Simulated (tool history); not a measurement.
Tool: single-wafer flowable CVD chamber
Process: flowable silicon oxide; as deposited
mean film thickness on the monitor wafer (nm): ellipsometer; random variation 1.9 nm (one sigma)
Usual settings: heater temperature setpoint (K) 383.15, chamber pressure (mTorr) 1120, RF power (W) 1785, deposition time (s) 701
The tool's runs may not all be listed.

run   hour  heater temperature setpoint (K)  chamber pressure (mTorr)  RF power (W)  deposition time (s)  wafers since the last listed run  hours since the last thermocouple change  hours since the last RF generator calibration  hours since the last manometer calibration  hours since the showerhead was replaced  hours since the gauge calibration  read-back reference wafer on the same gauge, thickness_nm  mean film thickness on the monitor wafer (nm)
  1      0                           383.15                      1120          1580                  701                                 0                                     938.1                                          961.9                                      2424.6                                   4955.7                              122.7                                                     478.87                                        504.915
  2    6.2                           383.15                      1270          1785                  644                                10                                     944.3                                          968.1                                      2430.8                                   4961.9                              128.9                                                    479.965                                        550.299
  3   19.4                           380.15                      1120          1785                  701                                22                                     957.5                                          981.3                                        2444                                   4975.1                              142.1                                                    479.401                                        591.955
  4   25.8                           383.15                      1240          1785                  701                                10                                     963.9                                          987.7                                      2450.4                                   4981.5                              148.5                                                    479.951                                        582.032
  5   39.2                           383.15                      1240          1785                  701                                22                                     977.3                                         1001.1                                      2463.8                                   4994.9                              161.9                                                    479.079                                        588.509
  6   47.1                           383.15                      1240          1785                  701                                13                                     985.2                                           1009                                      2471.7                                   5002.8                              169.8                                                    480.755                                        588.398
  7   62.8                           383.15                      1120          1785                  701                                26                                    1000.9                                         1024.7                                      2487.4                                   5018.5                              185.5                                                     479.77                                        528.339
  8   68.9                           383.15                      1120          1785                  701                                10                                      1007                                         1030.8                                      2493.5                                   5024.6                              191.6                                                    479.559                                        534.938
  9   82.9                           383.15                      1120          1785                  701                                23                                      1021                                         1044.8                                      2507.5                                   5038.6                              205.6                                                    480.128                                        534.574
      93.5  -- thermocouple changed; heater temperature recalibrated
 10     94                           383.15                      1120          1680                  761                                 5                                       0.5                                         1055.9                                      2518.6                                   5049.7                              216.7                                                    480.954                                        484.792
 11  105.8                           383.15                      1120          1680                  761                                20                                      12.3                                         1067.7                                      2530.4                                   5061.5                              228.5                                                    480.836                                        489.503
 12  122.2                           383.15                      1120          1680                  761                                27                                      28.7                                         1084.1                                      2546.8                                   5077.9                              244.9                                                    479.826                                        487.042
     127.4  -- gauge calibrated
 13    130                           395.15                      1190          1785                  701                                13                                      36.5                                         1091.9                                      2554.6                                   5085.7                                2.6                                                    481.096                                        320.503
     140.2  -- capacitance manometer re-zeroed and calibrated
 14    148                           383.15                       850          1785                  701                                17                                      54.5                                         1109.9                                         7.8                                   5103.7                               20.6                                                    480.677                                        343.562
 15  163.9                           371.15                      1120          1785                  701                                27                                      70.4                                         1125.8                                        23.7                                   5119.6                               36.5                                                    480.515                                        726.374
     177.7  -- showerhead replaced, of another model than before
     179.6  -- RF generator calibrated
 16  180.1                           376.15                      1210          1585                  564                                10                                      86.6                                            0.5                                        39.9                                      2.4                               52.7                                                    480.563                                        482.826
 17  192.3                           383.15                      1120          1785                  633                                20                                      98.8                                           12.7                                        52.1                                     14.6                               64.9                                                    481.387                                        419.482
 18  202.2                           371.15                      1270          1565                  771                                16                                     108.7                                           22.6                                          62                                     24.5                               74.8                                                    479.587                                        810.295
 19  209.9                           383.15                      1120          1515                  701                                13                                     116.4                                           30.3                                        69.7                                     32.2                               82.5                                                    479.908                                        426.759
 20  217.1                           376.15                      1120          1465                  701                                12                                     123.6                                           37.5                                        76.9                                     39.4                               89.7                                                    479.497                                        540.969
 21  235.1                           383.15                       930          1590                  701                                30                                     141.6                                           55.5                                        94.9                                     57.4                              107.7                                                    479.624                                        383.113
 22  259.3                           383.15                       930          1590                  701                                41                                     165.8                                           79.7                                       119.1                                     81.6                              131.9                                                    480.476                                        384.845
 23  276.8                           383.15                      1240          1785                  701                                29                                     183.3                                           97.2                                       136.6                                     99.1                              149.4                                                    480.402                                        503.684
 24  288.1                           378.15                      1280          2030                  572                                19                                     194.6                                          108.5                                       147.9                                    110.4                              160.7                                                    481.387                                        534.267

3 ways to go on from here, each from the tool as it stands after run 24. What would each give?
  A  288.7                           383.15                      1120          1650                  701                                 1                                     195.2                                          109.1                                       148.5                                      111                              161.3                                                          ?                                              ?
  B  288.7                           383.15                      1120          1785                  747                                 1                                     195.2                                          109.1                                       148.5                                      111                              161.3                                                          ?                                              ?
  C  288.7                           374.15                       920          1785                  743                                 1                                     195.2                                          109.1                                       148.5                                      111                              161.3                                                          ?                                              ?

run  read-back reference wafer on the same gauge, thickness_nm  mean film thickness on the monitor wafer (nm)
  A                                                    480.181                                        452.938
  B                                                    480.181                                        501.193
  C                                                    480.181                                        611.347
Without the tool's hidden state the same runs would have given:
run  mean film thickness on the monitor wafer (nm)
  A                                        415.216
  B                                        459.451
  C                                        560.628
